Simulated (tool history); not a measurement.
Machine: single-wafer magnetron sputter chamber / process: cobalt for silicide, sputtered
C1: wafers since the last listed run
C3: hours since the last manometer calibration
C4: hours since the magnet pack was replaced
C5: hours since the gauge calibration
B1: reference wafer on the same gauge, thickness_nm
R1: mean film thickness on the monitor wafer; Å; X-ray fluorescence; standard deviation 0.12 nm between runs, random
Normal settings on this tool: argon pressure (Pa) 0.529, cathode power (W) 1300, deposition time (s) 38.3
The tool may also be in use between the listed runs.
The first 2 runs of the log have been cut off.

run 3 day=2.496 | argon_pressure_(Pa)=0.596 cathode_power_(W)=1300 deposition_time_(s)=42.5 | C1=927 wafers_on_the_sputter_target=4870 C3=872.6 C4=5899.8 C5=2207.0 | B1=31.616 | R1=292.51
run 4 day=4.388 | argon_pressure_(Pa)=0.529 cathode_power_(W)=1300 deposition_time_(s)=38.3 | C1=1375 wafers_on_the_sputter_target=6246 C3=918.0 C4=5945.2 C5=2252.4 | B1=31.615 | R1=273.50
run 5 day=6.033 | argon_pressure_(Pa)=0.529 cathode_power_(W)=1300 deposition_time_(s)=36.6 | C1=1197 wafers_on_the_sputter_target=7443 C3=957.5 C4=5984.7 C5=2291.9 | B1=31.668 | R1=259.58
-- day=8.121 gauge calibrated
run 6 day=8.517 | argon_pressure_(Pa)=0.529 cathode_power_(W)=1300 deposition_time_(s)=36.6 | C1=1806 wafers_on_the_sputter_target=9249 C3=1017.1 C4=6044.3 C5=9.5 | B1=29.679 | R1=243.86
run 7 day=10.612 | argon_pressure_(Pa)=0.529 cathode_power_(W)=1300 deposition_time_(s)=38.3 | C1=1524 wafers_on_the_sputter_target=10774 C3=1067.4 C4=6094.6 C5=59.8 | B1=29.764 | R1=256.18
run 8 day=12.175 | argon_pressure_(Pa)=0.529 cathode_power_(W)=1300 deposition_time_(s)=38.3 | C1=1136 wafers_on_the_sputter_target=11910 C3=1104.9 C4=6132.1 C5=97.3 | B1=29.804 | R1=257.04
run 9 day=14.775 | argon_pressure_(Pa)=0.486 cathode_power_(W)=1300 deposition_time_(s)=32.5 | C1=1891 wafers_on_the_sputter_target=13802 C3=1167.3 C4=6194.5 C5=159.7 | B1=29.961 | R1=221.73
-- day=15.571 magnet pack replaced
-- day=15.712 sputter target and shields replaced
run 10 day=15.942 | argon_pressure_(Pa)=0.372 cathode_power_(W)=1300 deposition_time_(s)=38.3 | C1=503 wafers_on_the_sputter_target=167 C3=1195.3 C4=8.9 C5=187.7 | B1=30.047 | R1=275.76
run 11 day=17.758 | argon_pressure_(Pa)=0.372 cathode_power_(W)=1300 deposition_time_(s)=38.3 | C1=1321 wafers_on_the_sputter_target=1488 C3=1238.9 C4=52.5 C5=231.3 | B1=30.044 | R1=274.99
run 12 day=20.375 | argon_pressure_(Pa)=0.372 cathode_power_(W)=1300 deposition_time_(s)=38.3 | C1=1903 wafers_on_the_sputter_target=3392 C3=1301.7 C4=115.3 C5=294.1 | B1=30.169 | R1=274.66
run 13 day=22.533 | argon_pressure_(Pa)=0.361 cathode_power_(W)=1400 deposition_time_(s)=38.3 | C1=1569 wafers_on_the_sputter_target=4962 C3=1353.5 C4=167.1 C5=345.9 | B1=30.252 | R1=301.35
run 14 day=25.183 | argon_pressure_(Pa)=0.361 cathode_power_(W)=1400 deposition_time_(s)=38.3 | C1=1927 wafers_on_the_sputter_target=6889 C3=1417.1 C4=230.7 C5=409.5 | B1=30.303 | R1=303.77
run 15 day=27.429 | argon_pressure_(Pa)=0.529 cathode_power_(W)=1300 deposition_time_(s)=38.3 | C1=1633 wafers_on_the_sputter_target=8523 C3=1471.0 C4=284.6 C5=463.4 | B1=30.372 | R1=261.72
run 16 day=29.262 | argon_pressure_(Pa)=0.529 cathode_power_(W)=1300 deposition_time_(s)=38.3 | C1=1333 wafers_on_the_sputter_target=9856 C3=1515.0 C4=328.6 C5=507.4 | B1=30.427 | R1=263.32
run 17 day=30.788 | argon_pressure_(Pa)=0.666 cathode_power_(W)=1300 deposition_time_(s)=44.5 | C1=1109 wafers_on_the_sputter_target=10966 C3=1551.6 C4=365.2 C5=544.0 | B1=30.482 | R1=287.91
run 18 day=32.725 | argon_pressure_(Pa)=0.459 cathode_power_(W)=1600 deposition_time_(s)=38.3 | C1=1409 wafers_on_the_sputter_target=12375 C3=1598.1 C4=411.7 C5=590.5 | B1=30.557 | R1=330.81
run 19 day=33.929 | argon_pressure_(Pa)=0.465 cathode_power_(W)=1500 deposition_time_(s)=32.9 | C1=875 wafers_on_the_sputter_target=13251 C3=1627.0 C4=440.6 C5=619.4 | B1=30.550 | R1=267.05
run 20 day=35.617 | argon_pressure_(Pa)=0.661 cathode_power_(W)=1400 deposition_time_(s)=45.1 | C1=1227 wafers_on_the_sputter_target=14478 C3=1667.5 C4=481.1 C5=659.9 | B1=30.599 | R1=316.41
run 21 day=37.425 | argon_pressure_(Pa)=0.725 cathode_power_(W)=1300 deposition_time_(s)=38.3 | C1=1315 wafers_on_the_sputter_target=15794 C3=1710.9 C4=524.5 C5=703.3 | B1=30.628 | R1=242.22
-- day=37.779 sputter target and shields replaced
run 22 day=38.571 | argon_pressure_(Pa)=0.529 cathode_power_(W)=1300 deposition_time_(s)=38.3 | C1=590 wafers_on_the_sputter_target=574 C3=1738.4 C4=552.0 C5=730.8 | B1=30.704 | R1=265.38
run 23 day=46.142 | argon_pressure_(Pa)=0.529 cathode_power_(W)=1300 deposition_time_(s)=38.3 | C1=5506 wafers_on_the_sputter_target=6081 C3=1920.1 C4=733.7 C5=912.5 | B1=30.775 | R1=265.38
-- day=47.579 capacitance manometer re-zeroed and calibrated
run 24 day=48.967 | argon_pressure_(Pa)=0.486 cathode_power_(W)=1300 deposition_time_(s)=32.5 | C1=1812 wafers_on_the_sputter_target=7893 C3=33.3 C4=801.5 C5=980.3 | B1=30.843 | R1=230.34
run 25 day=51.246 | argon_pressure_(Pa)=0.529 cathode_power_(W)=1450 deposition_time_(s)=33.6 | C1=1657 wafers_on_the_sputter_target=9551 C3=88.0 C4=856.2 C5=1035.0 | B1=30.864 | R1=261.10
run 26 day=58.317 | argon_pressure_(Pa)=0.718 cathode_power_(W)=1150 deposition_time_(s)=38.3 | C1=5143 wafers_on_the_sputter_target=14694 C3=257.7 C4=1025.9 C5=1204.7 | B1=31.034 | R1=218.78

What will run 27 give?
-- day=59.812 sputter target and shields replaced
run 27 day=59.833 | argon_pressure_(Pa)=0.635 cathode_power_(W)=1150 deposition_time_(s)=38.3 | C1=860 wafers_on_the_sputter_target=15 C3=294.1 C4=1062.3 C5=1241.1 | B1=? | R1=?

Run 27 yielded B1 30.970, R1 225.70 Å.
On a tool with no hidden condition, and with the same random variation, this run would have come out at R1 216.87 Å.
